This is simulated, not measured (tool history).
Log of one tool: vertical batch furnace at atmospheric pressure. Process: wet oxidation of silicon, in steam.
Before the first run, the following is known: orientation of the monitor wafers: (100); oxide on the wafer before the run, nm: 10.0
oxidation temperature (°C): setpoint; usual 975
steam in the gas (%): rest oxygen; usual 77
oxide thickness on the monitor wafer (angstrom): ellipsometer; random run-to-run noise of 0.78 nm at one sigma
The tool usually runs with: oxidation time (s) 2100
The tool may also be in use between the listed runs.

run	hour	oxidation temperature (°C)	oxidation time (s)	steam in the gas (%)	read-back reference wafer on the same gauge, thickness	oxide thickness on the monitor wafer (angstrom)
1	0	991	2100	84	222.88	2319.7
2	24.9	991	2100	84	222.78	2354.8
3	56.4	975	2100	77	223.18	1883.8
4	92	975	2100	77	222.92	1863.7
5	114.4	975	2100	77	223.09	1873.8
6	132.5	975	2100	77	222.94	1883.7
7	168.4	975	2100	77	222.91	1872.4
8	203.1	975	2100	80	222.82	1926.8
9	224.7	966	2100	77	223.1	1706.6
10	248.9	966	2100	77	222.96	1698.3
# hour 250.1: gauge calibrated
# hour 297.2: thermocouples replaced and temperature profile calibrated
11	297.7	975	2100	77	222.97	1877.8
12	307.1	975	2100	77	222.99	1855.9
13	327.2	975	2100	77	223.04	1861.9
14	382.4	975	2100	77	223.14	1845.5
15	400	975	2340	77	223	2001.9
# hour 455.5: steam generator serviced
16	456	975	2340	77	222.59	2145.5
17	460.5	988	2100	68	223.2	2029.9
18	476.2	975	2100	66	222.87	1754.6
19	507	975	3000	70	222.79	2403
20	533.2	975	2100	77	222.9	1964.4
21	565.6	975	2100	77	222.97	1969
22	591.4	997	2400	86	223.08	2895.1
23	611.2	960	3000	86	223.05	2452.2
24	633.7	1000	2100	88	223.05	2740.9
25	646.9	975	2100	87	223.09	2175.1
# hour 660.1: gauge calibrated
26	682.7	989	2100	87	223.25	2485.4
27	707.9	975	2760	71	222.96	2297.5
28	725.2	975	2400	83	223.01	2319.4
29	746.4	975	2100	77	223.05	1969.2
30	763.7	997	2970	73	222.85	2977
31	796	989	1410	80	222.93	1716.1
32	808.4	975	2100	73	223.05	1887.2
33	822.4	975	2100	77	222.92	1986.2

A few steps of oxide thickness on the monitor wafer (angstrom) between consecutive runs. Split each: what settings, incoming material and random variation would produce without the hidden state, and what is left over for the hidden state, along with gauge scatter present in only one of the two compared results (measured, and without hidden state):
The hidden state here: true tube temperature minus thermocouple reading, K; steam share off its setpoint, % of the setpoint; gauge reads high (%).
Run 2 -> 3: oxidation temperature (°C) 991 -> 975, steam in the gas (%) 84 -> 77. oxide thickness on the monitor wafer (angstrom) -471: hidden state +15.6, all else -486.6.
Run 10 -> 11: oxidation temperature (°C) 966 -> 975, gauge calibrated, thermocouples replaced and temperature profile calibrated. oxide thickness on the monitor wafer (angstrom) +179.5: hidden state -13, all else +192.5.
Run 15 -> 16: steam generator serviced. oxide thickness on the monitor wafer (angstrom) +143.6: hidden state +131.3, all else +12.3.
Run 21 -> 22: oxidation temperature (°C) 975 -> 997, oxidation time (s) 2100 -> 2400, steam in the gas (%) 77 -> 86. oxide thickness on the monitor wafer (angstrom) +926.1: hidden state -0.5, all else +926.6.
Run 29 -> 30: oxidation temperature (°C) 975 -> 997, oxidation time (s) 2100 -> 2970, steam in the gas (%) 77 -> 73. oxide thickness on the monitor wafer (angstrom) +1007.8: hidden state -1, all else +1008.8.
Run 30 -> 31: oxidation temperature (°C) 997 -> 989, oxidation time (s) 2970 -> 1410, steam in the gas (%) 73 -> 80. oxide thickness on the monitor wafer (angstrom) -1260.9: hidden state +0.8, all else -1261.7.
